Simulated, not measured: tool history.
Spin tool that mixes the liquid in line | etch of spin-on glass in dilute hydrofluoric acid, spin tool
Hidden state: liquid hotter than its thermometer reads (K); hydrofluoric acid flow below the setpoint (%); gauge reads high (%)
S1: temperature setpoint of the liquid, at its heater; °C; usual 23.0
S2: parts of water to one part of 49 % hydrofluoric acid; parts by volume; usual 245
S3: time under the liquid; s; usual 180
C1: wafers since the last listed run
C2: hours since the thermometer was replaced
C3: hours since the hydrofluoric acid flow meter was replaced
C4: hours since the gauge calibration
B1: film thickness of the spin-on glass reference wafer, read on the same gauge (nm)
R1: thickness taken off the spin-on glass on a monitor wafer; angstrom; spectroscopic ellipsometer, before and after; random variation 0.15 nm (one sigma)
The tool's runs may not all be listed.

run    hour    S1   S2   S3   C1      C2      C3      C4      B1     R1
  1     0.0  23.0  245  180    0   630.8  2068.0   841.3  125.93  167.2
  2    40.7  23.0  245  180  268   671.5  2108.7   882.0  125.70  165.2
  3    87.5  23.0  245  180  308   718.3  2155.5   928.8  125.45  168.2
  4   153.4  21.5  245  180  434   784.2  2221.4   994.7  125.02  157.7
  5   209.3  21.5  245  180  368   840.1  2277.3  1050.6  124.68  153.9
  6   285.8  20.0  245  180  504   916.6  2353.8  1127.1  124.13  147.2
  7   334.5  20.0  245  180  321   965.3  2402.5  1175.8  123.77  147.5
  8   398.6  20.0  245  180  422  1029.4  2466.6  1239.9  123.22  150.0
      442.7  -- hydrofluoric acid flow meter replaced
  9   451.8  23.0  245  120  344  1082.6     9.1  1293.1  122.81  109.0
 10   508.7  23.0  245  120  375  1139.5    66.0  1350.0  122.34  109.4
      544.5  -- thermometer replaced
 11   550.2  23.0  245  120  267     5.7   107.5  1391.5  121.90  108.2
 12   597.2  23.0  245  180  310    52.7   154.5  1438.5  121.51  162.7
 13   643.5  23.0  245  180  305    99.0   200.8  1484.8  121.07  159.8
 14   686.6  23.0  245  180  284   142.1   243.9  1527.9  120.59  162.8
 15   734.4  27.5  160  215  315   189.9   291.7  1575.7  120.17  377.4
 16   825.9  18.5  245  280  603   281.4   383.2  1667.2  119.19  209.3
 17   894.6  23.0  245  180  453   350.1   451.9  1735.9  118.44  159.1
      931.9  -- gauge calibrated
 18   935.4  23.0  335  180  269   390.9   492.7     3.5  130.69  116.4
 19   967.3  23.0  140  125  210   422.8   524.6    35.4  130.66  236.8
 20  1002.3  27.5  160  215  230   457.8   559.6    70.4  130.63  408.4
 21  1068.9  27.0  245  180  439   524.4   626.2   137.0  130.60  199.5
 22  1116.0  20.0  350  120  310   571.5   673.3   184.1  130.54   65.3
 23  1157.7  24.5  245  180  275   613.2   715.0   225.8  130.52  182.3
 24  1208.6  23.0  245  100  335   664.1   765.9   276.7  130.34   95.4
 25  1243.1  23.0  210  215  227   698.6   800.4   311.2  130.36  250.1
 26  1306.8  26.5  330  180  420   762.3   864.1   374.9  130.22  133.1
 27  1368.8  26.0  175  275  408   824.3   926.1   436.9  130.01  440.9
 28  1439.8  23.0  245  180  468   895.3   997.1   507.9  129.79  172.6

Hidden state or all else? Some run-to-run changes of R1, split into what the settings, what came in and random variation would give without the hidden state, and what is left for the hidden state (with any gauge scatter that isn't in both results):
Run 14 -> 15: S1 23.0 -> 27.5, S2 245 -> 160, S3 180 -> 215. R1 +214.6 angstrom: hidden state -18.4, all else +233.0.
Run 17 -> 18: S2 245 -> 335, gauge calibrated. R1 -42.7 angstrom: hidden state +16.1, all else -58.8.
Run 26 -> 27: S1 26.5 -> 26.0, S2 330 -> 175, S3 180 -> 275. R1 +307.8 angstrom: hidden state -0.1, all else +307.9.
Run 27 -> 28: S1 26.0 -> 23.0, S2 175 -> 245, S3 275 -> 180. R1 -268.3 angstrom: hidden state -0.4, all else -267.9.
